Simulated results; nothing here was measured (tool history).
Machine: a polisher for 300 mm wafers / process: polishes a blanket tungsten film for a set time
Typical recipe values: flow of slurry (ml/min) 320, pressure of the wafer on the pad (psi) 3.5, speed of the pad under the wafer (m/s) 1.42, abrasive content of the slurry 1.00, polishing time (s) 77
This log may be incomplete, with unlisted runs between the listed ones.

run,hour,flow of slurry (ml/min),pressure of the wafer on the pad (psi),speed of the pad under the wafer (m/s),abrasive content of the slurry,polishing time (s),wafers since the last listed run,wafers polished on this pad,hours since the slurry nozzle was cleaned,hours since the head pressure was calibrated,hours since the slurry blender was calibrated,hours since the slurry got fresh peroxide,"incoming thickness of the incoming film, nm",film removed (Å)
1,0.0,320,3.5,1.42,1.00,77,0,14,69.7,838.6,40.3,40.4,1415.0,5549
2,65.6,320,3.5,1.42,1.00,77,434,449,135.3,904.2,105.9,106.0,1426.8,5534
# hour 72.0: slurry tank refilled with fresh slurry and peroxide
# hour 108.7: slurry nozzle cleaned
# hour 130.8: worn pad replaced by a new one
3,134.6,320,3.5,1.42,1.00,77,417,24,25.9,973.2,174.9,62.6,1421.2,5398
4,167.3,320,3.5,1.42,1.00,77,216,241,58.6,1005.9,207.6,95.3,1448.1,5396
# hour 212.5: slurry tank refilled with fresh slurry and peroxide
5,233.2,320,3.5,1.42,1.00,77,430,671,124.5,1071.8,273.5,20.7,1452.5,5445
# hour 266.4: worn pad replaced by a new one
# hour 289.1: slurry nozzle cleaned
6,292.4,320,3.5,1.42,1.00,77,359,165,3.3,1131.0,332.7,79.9,1412.7,5284
7,316.6,350,3.5,1.42,1.00,77,160,326,27.5,1155.2,356.9,104.1,1423.8,5476
8,347.5,320,2.7,1.84,1.00,77,204,531,58.4,1186.1,387.8,135.0,1459.6,5061
# hour 355.3: slurry tank refilled with fresh slurry and peroxide
# hour 363.2: slurry blender recalibrated
# hour 370.9: head pressure recalibrated
# hour 411.1: worn pad replaced by a new one
9,411.6,320,3.9,1.42,1.00,77,365,3,122.5,40.7,48.4,56.3,1432.0,6060
10,479.2,320,3.5,1.42,1.00,77,448,451,190.1,108.3,116.0,123.9,1426.1,5491
# hour 493.6: slurry tank refilled with fresh slurry and peroxide
# hour 501.1: slurry nozzle cleaned
11,507.3,370,3.5,1.42,1.00,77,173,624,6.2,136.4,144.1,13.7,1430.5,5532
12,550.6,245,3.5,1.58,0.80,77,287,911,49.5,179.7,187.4,57.0,1405.2,5448
# hour 557.4: worn pad replaced by a new one
13,577.8,375,2.3,1.42,0.80,77,153,135,76.7,206.9,214.6,84.2,1418.7,3344
# hour 633.3: slurry tank refilled with fresh slurry and peroxide
14,643.3,255,3.5,1.42,1.15,77,427,563,142.2,272.4,280.1,10.0,1436.0,5648

Here are 5 independent what-if runs from the current tool condition. What would each one return?
A,643.7,320,3.5,1.42,1.00,77,2,565,142.6,272.8,280.5,10.4,1414.1,?
B,643.7,350,3.5,1.14,1.15,58,2,565,142.6,272.8,280.5,10.4,1414.1,?
C,643.7,420,2.9,1.42,1.00,53,2,565,142.6,272.8,280.5,10.4,1414.1,?
D,643.7,320,3.5,1.42,1.00,100,2,565,142.6,272.8,280.5,10.4,1414.1,?
E,643.7,320,3.5,1.86,1.00,65,2,565,142.6,272.8,280.5,10.4,1414.1,?

run,film removed (Å)
A,5327
B,3649
C,3084
D,6918
E,5461
What these runs would have given with no unlogged condition in the tool:
run,film removed (Å)
A,5327
B,3649
C,3084
D,6918
E,5461

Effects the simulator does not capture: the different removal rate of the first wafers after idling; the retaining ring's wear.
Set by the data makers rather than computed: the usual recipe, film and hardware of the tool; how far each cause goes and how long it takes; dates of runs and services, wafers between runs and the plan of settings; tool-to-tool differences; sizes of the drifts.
